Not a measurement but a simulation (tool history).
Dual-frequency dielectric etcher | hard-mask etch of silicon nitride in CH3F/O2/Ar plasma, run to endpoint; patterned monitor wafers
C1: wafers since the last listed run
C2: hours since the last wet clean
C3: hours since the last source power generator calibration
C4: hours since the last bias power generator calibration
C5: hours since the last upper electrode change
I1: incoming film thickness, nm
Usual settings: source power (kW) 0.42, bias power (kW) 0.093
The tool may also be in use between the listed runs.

run 1 day=0 | source_power_(kW)=0.42 bias_power_(kW)=0.082 | C1=0 C2=297.3 C3=2076 C4=1935.7 C5=4170.8 | I1=47.7 | endpoint_time_(s)=67.2
run 2 day=1.188 | source_power_(kW)=0.42 bias_power_(kW)=0.082 | C1=206 C2=325.8 C3=2104.5 C4=1964.2 C5=4199.3 | I1=47.55 | endpoint_time_(s)=68
run 3 day=3.279 | source_power_(kW)=0.42 bias_power_(kW)=0.082 | C1=363 C2=376 C3=2154.7 C4=2014.4 C5=4249.5 | I1=47.53 | endpoint_time_(s)=68.4
-- day=4.771 wet clean of the chamber
run 4 day=5.975 | source_power_(kW)=0.42 bias_power_(kW)=0.093 | C1=294 C2=28.9 C3=2219.4 C4=2079.1 C5=4314.2 | I1=47.95 | endpoint_time_(s)=63.2
run 5 day=7.45 | source_power_(kW)=0.42 bias_power_(kW)=0.093 | C1=256 C2=64.3 C3=2254.8 C4=2114.5 C5=4349.6 | I1=47.36 | endpoint_time_(s)=62.6
run 6 day=9.279 | source_power_(kW)=0.42 bias_power_(kW)=0.087 | C1=318 C2=108.2 C3=2298.7 C4=2158.4 C5=4393.5 | I1=47.8 | endpoint_time_(s)=65.3
run 7 day=10.6 | source_power_(kW)=0.42 bias_power_(kW)=0.087 | C1=229 C2=139.9 C3=2330.4 C4=2190.1 C5=4425.2 | I1=47.61 | endpoint_time_(s)=65
run 8 day=13.2 | source_power_(kW)=0.38 bias_power_(kW)=0.093 | C1=452 C2=202.3 C3=2392.8 C4=2252.5 C5=4487.6 | I1=47.11 | endpoint_time_(s)=65.3
-- day=15.225 bias power generator calibrated
run 9 day=15.246 | source_power_(kW)=0.42 bias_power_(kW)=0.093 | C1=326 C2=251.4 C3=2441.9 C4=0.5 C5=4536.7 | I1=47.37 | endpoint_time_(s)=63.9
run 10 day=18.108 | source_power_(kW)=0.42 bias_power_(kW)=0.093 | C1=497 C2=320.1 C3=2510.6 C4=69.2 C5=4605.4 | I1=48.03 | endpoint_time_(s)=65.7
-- day=20.204 wet clean of the chamber
-- day=21.221 upper electrode replaced
run 11 day=21.242 | source_power_(kW)=0.42 bias_power_(kW)=0.093 | C1=197 C2=24.9 C3=2585.8 C4=144.4 C5=0.5 | I1=48.1 | endpoint_time_(s)=63.7
run 12 day=21.254 | source_power_(kW)=0.37 bias_power_(kW)=0.11 | C1=2 C2=25.2 C3=2586.1 C4=144.7 C5=0.8 | I1=47.71 | endpoint_time_(s)=62.3
run 13 day=21.992 | source_power_(kW)=0.36 bias_power_(kW)=0.114 | C1=128 C2=42.9 C3=2603.8 C4=162.4 C5=18.5 | I1=47.67 | endpoint_time_(s)=62.6
run 14 day=23.9 | source_power_(kW)=0.35 bias_power_(kW)=0.116 | C1=331 C2=88.7 C3=2649.6 C4=208.2 C5=64.3 | I1=47.73 | endpoint_time_(s)=63.5
run 15 day=25.346 | source_power_(kW)=0.38 bias_power_(kW)=0.102 | C1=251 C2=123.4 C3=2684.3 C4=242.9 C5=99 | I1=48.11 | endpoint_time_(s)=64.2
run 16 day=28.338 | source_power_(kW)=0.35 bias_power_(kW)=0.114 | C1=520 C2=195.2 C3=2756.1 C4=314.7 C5=170.8 | I1=47.89 | endpoint_time_(s)=65
-- day=30.946 source power generator calibrated
run 17 day=30.967 | source_power_(kW)=0.35 bias_power_(kW)=0.086 | C1=428 C2=258.3 C3=0.5 C4=377.8 C5=233.9 | I1=47.62 | endpoint_time_(s)=72.4
run 18 day=33.133 | source_power_(kW)=0.38 bias_power_(kW)=0.102 | C1=376 C2=310.3 C3=52.5 C4=429.8 C5=285.9 | I1=47.8 | endpoint_time_(s)=65.6
-- day=34.721 wet clean of the chamber
run 19 day=39.562 | source_power_(kW)=0.42 bias_power_(kW)=0.093 | C1=944 C2=116.2 C3=206.8 C4=584.1 C5=440.2 | I1=47.52 | endpoint_time_(s)=63.1
run 20 day=41.238 | source_power_(kW)=0.49 bias_power_(kW)=0.08 | C1=291 C2=156.4 C3=247 C4=624.3 C5=480.4 | I1=47.79 | endpoint_time_(s)=63.1
run 21 day=43.317 | source_power_(kW)=0.42 bias_power_(kW)=0.093 | C1=361 C2=206.3 C3=296.9 C4=674.2 C5=530.3 | I1=47.97 | endpoint_time_(s)=64.8
run 22 day=45.325 | source_power_(kW)=0.42 bias_power_(kW)=0.085 | C1=349 C2=254.5 C3=345.1 C4=722.4 C5=578.5 | I1=48.29 | endpoint_time_(s)=67.7

4 ways to go on from here, each from the tool as it stands after run 22. What would each give?
run A day=45.342 | source_power_(kW)=0.42 bias_power_(kW)=0.093 | C1=2 C2=254.9 C3=345.5 C4=722.8 C5=578.9 | I1=48.17 | endpoint_time_(s)=?
run B day=45.342 | source_power_(kW)=0.39 bias_power_(kW)=0.071 | C1=2 C2=254.9 C3=345.5 C4=722.8 C5=578.9 | I1=48.17 | endpoint_time_(s)=?
run C day=45.342 | source_power_(kW)=0.47 bias_power_(kW)=0.093 | C1=2 C2=254.9 C3=345.5 C4=722.8 C5=578.9 | I1=48.17 | endpoint_time_(s)=?
run D day=45.342 | source_power_(kW)=0.38 bias_power_(kW)=0.075 | C1=2 C2=254.9 C3=345.5 C4=722.8 C5=578.9 | I1=48.17 | endpoint_time_(s)=?

run=A endpoint_time_(s)=65.8
run=B endpoint_time_(s)=74
run=C endpoint_time_(s)=62.9
run=D endpoint_time_(s)=73.5
Without the tool's hidden state the same runs would have given:
run=A endpoint_time_(s)=63.6
run=B endpoint_time_(s)=71.6
run=C endpoint_time_(s)=60.9
run=D endpoint_time_(s)=71.1
